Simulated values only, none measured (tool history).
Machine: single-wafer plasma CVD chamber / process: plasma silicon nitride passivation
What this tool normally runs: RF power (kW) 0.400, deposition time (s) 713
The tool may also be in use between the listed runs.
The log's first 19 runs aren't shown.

run,hour,RF power (kW),deposition time (s),"read-back reference wafer on the same gauge, thickness_nm",mean film thickness on the monitor wafer (Å)
20,1483.3,0.400,713,939.990,10088.43
21,1539.5,0.370,713,940.217,9811.33
22,1627.4,0.335,665,939.738,8890.39
23,1673.2,0.375,790,939.870,10940.14
24,1753.5,0.450,713,940.488,10468.62
25,1852.3,0.335,596,940.554,7991.18
# hour 1930.5: showerhead replaced
26,2081.8,0.400,713,939.727,10084.57
# hour 2158.9: RF generator calibrated
27,2159.4,0.400,713,940.055,10113.02
28,2279.1,0.345,793,940.153,10728.44
29,2374.6,0.365,651,939.083,8970.81
30,2415.4,0.445,660,940.304,9676.41
31,2459.7,0.400,713,940.247,10108.83
# hour 2473.8: gauge calibrated
32,2501.3,0.425,658,940.117,9468.92
33,2577.6,0.400,572,940.161,8100.90
34,2651.0,0.335,619,940.439,8317.79
35,2705.5,0.430,633,940.140,9151.80
36,2771.4,0.435,577,939.759,8433.16
37,2904.1,0.470,779,940.299,11568.36
38,3006.5,0.400,603,940.274,8547.82
39,3106.7,0.400,713,940.238,10101.04
40,3165.5,0.350,659,939.817,8978.58
41,3254.9,0.350,793,940.182,10742.72
42,3335.9,0.450,713,940.128,10430.93
43,3417.4,0.450,633,940.026,9291.67

Below are 5 alternative next runs, each starting from the tool's condition after run 43. Predict each:
A,3418.0,0.400,713,?,?
B,3418.0,0.355,826,?,?
C,3418.0,0.445,855,?,?
D,3418.0,0.330,792,?,?
E,3418.0,0.360,825,?,?

run,"read-back reference wafer on the same gauge, thickness_nm",mean film thickness on the monitor wafer (Å)
A,939.734,10094.07
B,939.734,11266.01
C,939.734,12512.35
D,939.734,10557.72
E,939.734,11301.74
Had the tool no hidden state, the same runs would have come out as:
run,mean film thickness on the monitor wafer (Å)
A,10094.07
B,11266.01
C,12512.35
D,10557.72
E,11301.74
